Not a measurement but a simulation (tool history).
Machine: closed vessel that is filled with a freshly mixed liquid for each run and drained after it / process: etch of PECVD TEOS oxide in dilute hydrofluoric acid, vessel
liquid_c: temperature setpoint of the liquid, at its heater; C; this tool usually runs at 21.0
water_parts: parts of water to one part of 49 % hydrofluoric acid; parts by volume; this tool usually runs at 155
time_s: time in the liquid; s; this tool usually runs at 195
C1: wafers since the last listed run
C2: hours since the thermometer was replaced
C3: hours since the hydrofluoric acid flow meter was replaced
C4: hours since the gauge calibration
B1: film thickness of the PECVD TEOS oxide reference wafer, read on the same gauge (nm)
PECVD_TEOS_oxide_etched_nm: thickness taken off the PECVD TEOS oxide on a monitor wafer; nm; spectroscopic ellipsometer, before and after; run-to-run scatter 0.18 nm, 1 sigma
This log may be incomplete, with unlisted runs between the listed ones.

{"run": 1, "hour": 0.0, "liquid_c": 21.0, "water_parts": 155, "time_s": 195, "C1": 0, "C2": 1150.6, "C3": 522.4, "C4": 217.0, "B1": 129.99, "PECVD_TEOS_oxide_etched_nm": 22.32}
{"run": 2, "hour": 15.0, "liquid_c": 21.0, "water_parts": 155, "time_s": 195, "C1": 1628, "C2": 1165.6, "C3": 537.4, "C4": 232.0, "B1": 130.0, "PECVD_TEOS_oxide_etched_nm": 22.51}
{"run": 3, "hour": 26.3, "liquid_c": 21.0, "water_parts": 155, "time_s": 195, "C1": 1227, "C2": 1176.9, "C3": 548.7, "C4": 243.3, "B1": 130.02, "PECVD_TEOS_oxide_etched_nm": 22.68}
{"run": 4, "hour": 34.9, "liquid_c": 21.0, "water_parts": 155, "time_s": 195, "C1": 933, "C2": 1185.5, "C3": 557.3, "C4": 251.9, "B1": 130.01, "PECVD_TEOS_oxide_etched_nm": 22.47}
{"run": 5, "hour": 52.6, "liquid_c": 17.5, "water_parts": 155, "time_s": 195, "C1": 1921, "C2": 1203.2, "C3": 575.0, "C4": 269.6, "B1": 129.99, "PECVD_TEOS_oxide_etched_nm": 19.49}
{"run": 6, "hour": 70.3, "liquid_c": 21.0, "water_parts": 155, "time_s": 195, "C1": 1921, "C2": 1220.9, "C3": 592.7, "C4": 287.3, "B1": 130.01, "PECVD_TEOS_oxide_etched_nm": 22.66}
{"run": 7, "hour": 81.1, "liquid_c": 21.0, "water_parts": 155, "time_s": 195, "C1": 1172, "C2": 1231.7, "C3": 603.5, "C4": 298.1, "B1": 129.98, "PECVD_TEOS_oxide_etched_nm": 22.31}
{"run": 8, "hour": 89.3, "liquid_c": 21.0, "water_parts": 155, "time_s": 195, "C1": 890, "C2": 1239.9, "C3": 611.7, "C4": 306.3, "B1": 130.01, "PECVD_TEOS_oxide_etched_nm": 22.7}
{"run": 9, "hour": 104.2, "liquid_c": 21.0, "water_parts": 155, "time_s": 230, "C1": 1617, "C2": 1254.8, "C3": 626.6, "C4": 321.2, "B1": 130.02, "PECVD_TEOS_oxide_etched_nm": 26.04}
{"run": 10, "hour": 119.2, "liquid_c": 21.0, "water_parts": 155, "time_s": 195, "C1": 1628, "C2": 1269.8, "C3": 641.6, "C4": 336.2, "B1": 130.0, "PECVD_TEOS_oxide_etched_nm": 22.31}
{"run": 11, "hour": 133.3, "liquid_c": 21.0, "water_parts": 155, "time_s": 240, "C1": 1531, "C2": 1283.9, "C3": 655.7, "C4": 350.3, "B1": 130.0, "PECVD_TEOS_oxide_etched_nm": 27.48}
{"run": 12, "hour": 139.8, "liquid_c": 19.0, "water_parts": 155, "time_s": 195, "C1": 705, "C2": 1290.4, "C3": 662.2, "C4": 356.8, "B1": 130.0, "PECVD_TEOS_oxide_etched_nm": 20.43}
{"run": 13, "hour": 156.9, "liquid_c": 19.0, "water_parts": 155, "time_s": 195, "C1": 1856, "C2": 1307.5, "C3": 679.3, "C4": 373.9, "B1": 130.01, "PECVD_TEOS_oxide_etched_nm": 20.7}
{"run": 14, "hour": 170.9, "liquid_c": 26.0, "water_parts": 215, "time_s": 85, "C1": 1520, "C2": 1321.5, "C3": 693.3, "C4": 387.9, "B1": 130.01, "PECVD_TEOS_oxide_etched_nm": 8.19}
{"run": 15, "hour": 181.6, "liquid_c": 21.0, "water_parts": 85, "time_s": 115, "C1": 1161, "C2": 1332.2, "C3": 704.0, "C4": 398.6, "B1": 130.01, "PECVD_TEOS_oxide_etched_nm": 25.85}
{"run": 16, "hour": 190.0, "liquid_c": 21.0, "water_parts": 155, "time_s": 195, "C1": 912, "C2": 1340.6, "C3": 712.4, "C4": 407.0, "B1": 130.0, "PECVD_TEOS_oxide_etched_nm": 22.83}
{"run": 17, "hour": 198.7, "liquid_c": 18.0, "water_parts": 155, "time_s": 195, "C1": 944, "C2": 1349.3, "C3": 721.1, "C4": 415.7, "B1": 130.02, "PECVD_TEOS_oxide_etched_nm": 19.9}
{"hour": 208.2, "done": "thermometer replaced"}
{"run": 18, "hour": 208.7, "liquid_c": 21.0, "water_parts": 155, "time_s": 130, "C1": 977, "C2": 0.5, "C3": 731.1, "C4": 425.7, "B1": 130.01, "PECVD_TEOS_oxide_etched_nm": 16.07}
{"run": 19, "hour": 223.6, "liquid_c": 21.0, "water_parts": 155, "time_s": 195, "C1": 1617, "C2": 15.4, "C3": 746.0, "C4": 440.6, "B1": 130.01, "PECVD_TEOS_oxide_etched_nm": 24.11}
{"run": 20, "hour": 240.1, "liquid_c": 19.5, "water_parts": 215, "time_s": 195, "C1": 1791, "C2": 31.9, "C3": 762.5, "C4": 457.1, "B1": 130.0, "PECVD_TEOS_oxide_etched_nm": 15.62}
{"run": 21, "hour": 251.3, "liquid_c": 25.0, "water_parts": 155, "time_s": 195, "C1": 1216, "C2": 43.1, "C3": 773.7, "C4": 468.3, "B1": 130.01, "PECVD_TEOS_oxide_etched_nm": 27.98}
{"hour": 264.4, "done": "gauge calibrated"}
{"run": 22, "hour": 269.2, "liquid_c": 21.0, "water_parts": 155, "time_s": 105, "C1": 1943, "C2": 61.0, "C3": 791.6, "C4": 4.8, "B1": 130.0, "PECVD_TEOS_oxide_etched_nm": 13.11}
{"run": 23, "hour": 284.0, "liquid_c": 24.0, "water_parts": 185, "time_s": 245, "C1": 1607, "C2": 75.8, "C3": 806.4, "C4": 19.6, "B1": 129.99, "PECVD_TEOS_oxide_etched_nm": 27.82}
{"run": 24, "hour": 291.3, "liquid_c": 21.0, "water_parts": 155, "time_s": 195, "C1": 792, "C2": 83.1, "C3": 813.7, "C4": 26.9, "B1": 129.98, "PECVD_TEOS_oxide_etched_nm": 24.33}
{"hour": 297.2, "done": "hydrofluoric acid flow meter replaced"}
{"run": 25, "hour": 299.8, "liquid_c": 21.0, "water_parts": 155, "time_s": 195, "C1": 814, "C2": 91.6, "C3": 2.6, "C4": 35.4, "B1": 129.99, "PECVD_TEOS_oxide_etched_nm": 23.09}
{"run": 26, "hour": 314.2, "liquid_c": 21.0, "water_parts": 155, "time_s": 195, "C1": 1563, "C2": 106.0, "C3": 17.0, "C4": 49.8, "B1": 129.99, "PECVD_TEOS_oxide_etched_nm": 23.32}
{"run": 27, "hour": 363.8, "liquid_c": 21.0, "water_parts": 155, "time_s": 240, "C1": 5385, "C2": 155.6, "C3": 66.6, "C4": 99.4, "B1": 129.99, "PECVD_TEOS_oxide_etched_nm": 28.34}
{"run": 28, "hour": 372.6, "liquid_c": 22.5, "water_parts": 155, "time_s": 195, "C1": 955, "C2": 164.4, "C3": 75.4, "C4": 108.2, "B1": 129.99, "PECVD_TEOS_oxide_etched_nm": 24.61}
{"run": 29, "hour": 389.8, "liquid_c": 21.0, "water_parts": 235, "time_s": 300, "C1": 1867, "C2": 181.6, "C3": 92.6, "C4": 125.4, "B1": 130.01, "PECVD_TEOS_oxide_etched_nm": 21.63}
{"run": 30, "hour": 396.9, "liquid_c": 24.0, "water_parts": 95, "time_s": 240, "C1": 770, "C2": 188.7, "C3": 99.7, "C4": 132.5, "B1": 130.01, "PECVD_TEOS_oxide_etched_nm": 55.85}
{"run": 31, "hour": 408.0, "liquid_c": 18.5, "water_parts": 155, "time_s": 195, "C1": 1205, "C2": 199.8, "C3": 110.8, "C4": 143.6, "B1": 129.97, "PECVD_TEOS_oxide_etched_nm": 20.78}
{"run": 32, "hour": 414.5, "liquid_c": 21.0, "water_parts": 85, "time_s": 155, "C1": 705, "C2": 206.3, "C3": 117.3, "C4": 150.1, "B1": 130.0, "PECVD_TEOS_oxide_etched_nm": 35.97}
{"run": 33, "hour": 427.0, "liquid_c": 17.0, "water_parts": 125, "time_s": 195, "C1": 1357, "C2": 218.8, "C3": 129.8, "C4": 162.6, "B1": 129.98, "PECVD_TEOS_oxide_etched_nm": 25.03}
{"run": 34, "hour": 439.9, "liquid_c": 17.5, "water_parts": 85, "time_s": 125, "C1": 1400, "C2": 231.7, "C3": 142.7, "C4": 175.5, "B1": 129.99, "PECVD_TEOS_oxide_etched_nm": 25.19}

For each entry between runs, how does the tool's hidden state at the last listed run before it compare with that at the first listed run after it?
After run 17, before run 18: thermometer replaced (hour 208.2)
  liquid colder than its thermometer reads (K): 2.23 -> 0.232; hydrofluoric acid flow above the setpoint (%): 4.83 -> 4.88
  measured less the result without the state, PECVD_TEOS_oxide_etched_nm: -0.76 -> +0.72 nm
After run 21, before run 22: gauge calibrated (hour 264.4)
  liquid colder than its thermometer reads (K): 0.302 -> 0.332; hydrofluoric acid flow above the setpoint (%): 5.11 -> 5.21
  measured less the result without the state, PECVD_TEOS_oxide_etched_nm: +1.29 -> +0.59 nm
After run 24, before run 25: hydrofluoric acid flow meter replaced (hour 297.2)
  liquid colder than its thermometer reads (K): 0.368 -> 0.382; hydrofluoric acid flow above the setpoint (%): 5.33 -> 0.731
  measured less the result without the state, PECVD_TEOS_oxide_etched_nm: +1.08 -> -0.15 nm
